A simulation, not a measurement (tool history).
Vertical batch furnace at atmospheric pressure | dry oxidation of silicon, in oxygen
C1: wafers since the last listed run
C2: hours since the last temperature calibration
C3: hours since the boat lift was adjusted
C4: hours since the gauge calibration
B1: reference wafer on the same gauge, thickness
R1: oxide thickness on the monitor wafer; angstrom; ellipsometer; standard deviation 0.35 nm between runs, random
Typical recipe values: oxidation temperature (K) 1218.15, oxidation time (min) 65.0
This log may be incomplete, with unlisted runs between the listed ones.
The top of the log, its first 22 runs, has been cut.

Run 23, hour 1081.7: usual settings but oxidation time (min) 39.5; C1 273; C2 118.7; C3 669.4; C4 2192.1; B1 87.77. Result: R1 641.1 angstrom.
Run 24, hour 1117.5: usual settings but oxidation temperature (K) 1233.15, oxidation time (min) 44.0; C1 310; C2 154.5; C3 705.2; C4 2227.9; B1 87.96. Result: R1 696.7 angstrom.
Run 25, hour 1171.6: usual settings; C1 468; C2 208.6; C3 759.3; C4 2282.0; B1 88.12. Result: R1 757.6 angstrom.
At hour 1187.3: gauge calibrated.
Run 26, hour 1232.7: usual settings; C1 529; C2 269.7; C3 820.4; C4 45.4; B1 85.36. Result: R1 731.4 angstrom.
Run 27, hour 1265.8: usual settings; C1 286; C2 302.8; C3 853.5; C4 78.5; B1 85.56. Result: R1 727.7 angstrom.
Run 28, hour 1324.8: usual settings but oxidation temperature (K) 1210.15, oxidation time (min) 38.5; C1 510; C2 361.8; C3 912.5; C4 137.5; B1 85.47. Result: R1 597.8 angstrom.
Run 29, hour 1372.4: usual settings but oxidation temperature (K) 1209.15, oxidation time (min) 79.0; C1 412; C2 409.4; C3 960.1; C4 185.1; B1 85.58. Result: R1 764.8 angstrom.
Run 30, hour 1407.4: usual settings but oxidation temperature (K) 1198.15, oxidation time (min) 91.0; C1 303; C2 444.4; C3 995.1; C4 220.1; B1 85.88. Result: R1 760.4 angstrom.
Run 31, hour 1435.3: usual settings but oxidation temperature (K) 1239.15, oxidation time (min) 45.0; C1 241; C2 472.3; C3 1023.0; C4 248.0; B1 85.59. Result: R1 704.2 angstrom.
Run 32, hour 1462.9: usual settings; C1 239; C2 499.9; C3 1050.6; C4 275.6; B1 85.71. Result: R1 735.1 angstrom.
Run 33, hour 1514.5: usual settings but oxidation temperature (K) 1198.15, oxidation time (min) 92.0; C1 446; C2 551.5; C3 1102.2; C4 327.2; B1 85.95. Result: R1 766.7 angstrom.
Run 34, hour 1585.9: usual settings; C1 618; C2 622.9; C3 1173.6; C4 398.6; B1 85.95. Result: R1 736.4 angstrom.
Run 35, hour 1610.0: usual settings; C1 208; C2 647.0; C3 1197.7; C4 422.7; B1 86.08. Result: R1 732.8 angstrom.
Run 36, hour 1639.4: usual settings but oxidation temperature (K) 1211.15, oxidation time (min) 44.5; C1 254; C2 676.4; C3 1227.1; C4 452.1; B1 86.00. Result: R1 633.9 angstrom.
Run 37, hour 1699.7: usual settings but oxidation temperature (K) 1228.15; C1 522; C2 736.7; C3 1287.4; C4 512.4; B1 86.18. Result: R1 768.8 angstrom.
Run 38, hour 1747.1: usual settings but oxidation temperature (K) 1198.15, oxidation time (min) 88.5; C1 410; C2 784.1; C3 1334.8; C4 559.8; B1 86.28. Result: R1 763.6 angstrom.
Run 39, hour 1809.4: usual settings but oxidation temperature (K) 1196.15, oxidation time (min) 94.0; C1 539; C2 846.4; C3 1397.1; C4 622.1; B1 86.31. Result: R1 771.9 angstrom.
Run 40, hour 1835.8: usual settings but oxidation temperature (K) 1239.15, oxidation time (min) 54.0; C1 228; C2 872.8; C3 1423.5; C4 648.5; B1 86.50. Result: R1 760.2 angstrom.

Consider 3 possible next runs. They are alternatives, not a sequence: every one starts from the tool as it was left by run 40. What does each give?
Run A, hour 1841.0: usual settings; C1 45; C2 878.0; C3 1428.7; C4 653.7; B1 ?. Result: R1 ?.
Run B, hour 1841.0: usual settings but oxidation temperature (K) 1193.15; C1 45; C2 878.0; C3 1428.7; C4 653.7; B1 ?. Result: R1 ?.
Run C, hour 1841.0: usual settings but oxidation temperature (K) 1200.15, oxidation time (min) 74.5; C1 45; C2 878.0; C3 1428.7; C4 653.7; B1 ?. Result: R1 ?.

run     B1     R1
  A  86.38  738.8
  B  86.38  663.1
  C  86.38  717.8
Without the tool's hidden state the same runs would have given:
run     R1
  A  726.8
  B  652.3
  C  706.1

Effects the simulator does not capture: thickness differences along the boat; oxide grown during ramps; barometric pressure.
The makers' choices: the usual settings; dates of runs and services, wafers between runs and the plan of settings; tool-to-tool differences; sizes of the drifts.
